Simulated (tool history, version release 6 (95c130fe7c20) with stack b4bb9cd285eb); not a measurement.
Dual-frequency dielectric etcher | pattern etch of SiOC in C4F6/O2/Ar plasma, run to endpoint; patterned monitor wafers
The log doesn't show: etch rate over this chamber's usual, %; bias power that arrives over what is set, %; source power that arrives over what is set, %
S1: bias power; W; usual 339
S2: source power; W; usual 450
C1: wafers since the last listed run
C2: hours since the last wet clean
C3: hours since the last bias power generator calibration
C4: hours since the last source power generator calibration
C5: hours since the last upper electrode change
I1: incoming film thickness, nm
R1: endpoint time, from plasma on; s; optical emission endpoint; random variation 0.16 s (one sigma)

| run | hour | S1 | S2 | C1 | C2 | C3 | C4 | C5 | I1 | R1 |
|---|---|---|---|---|---|---|---|---|---|---|
| 1 | 0.0 | 383 | 450 | 0 | 283.5 | 3334.5 | 3640.9 | 5086.0 | 50.6 | 17.4 |
| 2 | 17.9 | 383 | 450 | 263 | 301.4 | 3352.4 | 3658.8 | 5103.9 | 50.4 | 17.2 |
| 3 | 33.9 | 339 | 450 | 235 | 317.4 | 3368.4 | 3674.8 | 5119.9 | 50.7 | 18.3 |
| 4 | 81.5 | 339 | 450 | 700 | 365.0 | 3416.0 | 3722.4 | 5167.5 | 49.8 | 17.6 |
| 5 | 95.0 | 339 | 450 | 198 | 378.5 | 3429.5 | 3735.9 | 5181.0 | 50.3 | 17.6 |
| 6 | 110.0 | 339 | 450 | 220 | 393.5 | 3444.5 | 3750.9 | 5196.0 | 50.1 | 17.7 |
| 7 | 121.5 | 397 | 450 | 169 | 405.0 | 3456.0 | 3762.4 | 5207.5 | 50.0 | 16.6 |
| 8 | 134.7 | 397 | 450 | 194 | 418.2 | 3469.2 | 3775.6 | 5220.7 | 50.6 | 16.9 |
|  | 169.3 | wet clean of the chamber |
| 9 | 178.9 | 397 | 450 | 297 | 9.6 | 3513.4 | 3819.8 | 5264.9 | 49.8 | 18.4 |
| 10 | 189.8 | 339 | 500 | 160 | 20.5 | 3524.3 | 3830.7 | 5275.8 | 50.4 | 19.2 |
|  | 217.6 | upper electrode replaced |
|  | 238.2 | bias power generator calibrated |
|  | 239.9 | wet clean of the chamber, repeated, since the last time left the tool worse |
|  | 243.8 | source power generator calibrated |
| 11 | 244.3 | 339 | 450 | 307 | 4.4 | 6.1 | 0.5 | 26.7 | 50.8 | 18.5 |
| 12 | 244.6 | 339 | 450 | 4 | 4.7 | 6.4 | 0.8 | 27.0 | 50.1 | 18.2 |
| 13 | 244.9 | 339 | 450 | 4 | 5.0 | 6.7 | 1.1 | 27.3 | 50.2 | 18.3 |
| 14 | 245.3 | 390 | 450 | 5 | 5.4 | 7.1 | 1.5 | 27.7 | 50.2 | 17.2 |
| 15 | 268.1 | 266 | 500 | 335 | 28.2 | 29.9 | 24.3 | 50.5 | 50.1 | 19.4 |
| 16 | 279.1 | 339 | 450 | 161 | 39.2 | 40.9 | 35.3 | 61.5 | 50.6 | 18.1 |
| 17 | 294.7 | 383 | 450 | 229 | 54.8 | 56.5 | 50.9 | 77.1 | 50.4 | 17.5 |
| 18 | 309.2 | 277 | 540 | 213 | 69.3 | 71.0 | 65.4 | 91.6 | 50.3 | 18.8 |
| 19 | 316.4 | 259 | 390 | 105 | 76.5 | 78.2 | 72.6 | 98.8 | 50.4 | 21.0 |
| 20 | 331.7 | 401 | 490 | 225 | 91.8 | 93.5 | 87.9 | 114.1 | 50.7 | 17.0 |
| 21 | 345.7 | 409 | 480 | 206 | 105.8 | 107.5 | 101.9 | 128.1 | 50.7 | 16.7 |
| 22 | 361.7 | 378 | 450 | 235 | 121.8 | 123.5 | 117.9 | 144.1 | 50.5 | 17.8 |
| 23 | 376.5 | 397 | 450 | 217 | 136.6 | 138.3 | 132.7 | 158.9 | 50.6 | 17.2 |
| 24 | 393.6 | 383 | 500 | 251 | 153.7 | 155.4 | 149.8 | 176.0 | 50.8 | 17.0 |
| 25 | 406.3 | 339 | 450 | 186 | 166.4 | 168.1 | 162.5 | 188.7 | 50.4 | 18.1 |
| 26 | 415.8 | 339 | 390 | 139 | 175.9 | 177.6 | 172.0 | 198.2 | 50.6 | 18.8 |
| 27 | 431.0 | 380 | 540 | 223 | 191.1 | 192.8 | 187.2 | 213.4 | 50.3 | 16.4 |
| 28 | 445.4 | 381 | 370 | 211 | 205.5 | 207.2 | 201.6 | 227.8 | 50.9 | 18.4 |
| 29 | 462.1 | 339 | 450 | 245 | 222.2 | 223.9 | 218.3 | 244.5 | 50.3 | 17.8 |

Forecast each of these 5 alternatives for the next run:
| A | 462.5 | 339 | 450 | 5 | 222.6 | 224.3 | 218.7 | 244.9 | 50.3 | ? |
| B | 462.5 | 362 | 510 | 5 | 222.6 | 224.3 | 218.7 | 244.9 | 50.3 | ? |
| C | 462.5 | 339 | 350 | 5 | 222.6 | 224.3 | 218.7 | 244.9 | 50.3 | ? |
| D | 462.5 | 263 | 410 | 5 | 222.6 | 224.3 | 218.7 | 244.9 | 50.3 | ? |
| E | 462.5 | 414 | 480 | 5 | 222.6 | 224.3 | 218.7 | 244.9 | 50.3 | ? |

| run | R1 |
|---|---|
| A | 18.0 |
| B | 16.9 |
| C | 19.1 |
| D | 20.2 |
| E | 16.4 |
Without the tool's hidden state the same runs would have given:
| run | R1 |
|---|---|
| A | 18.4 |
| B | 17.3 |
| C | 19.6 |
| D | 20.7 |
| E | 16.8 |
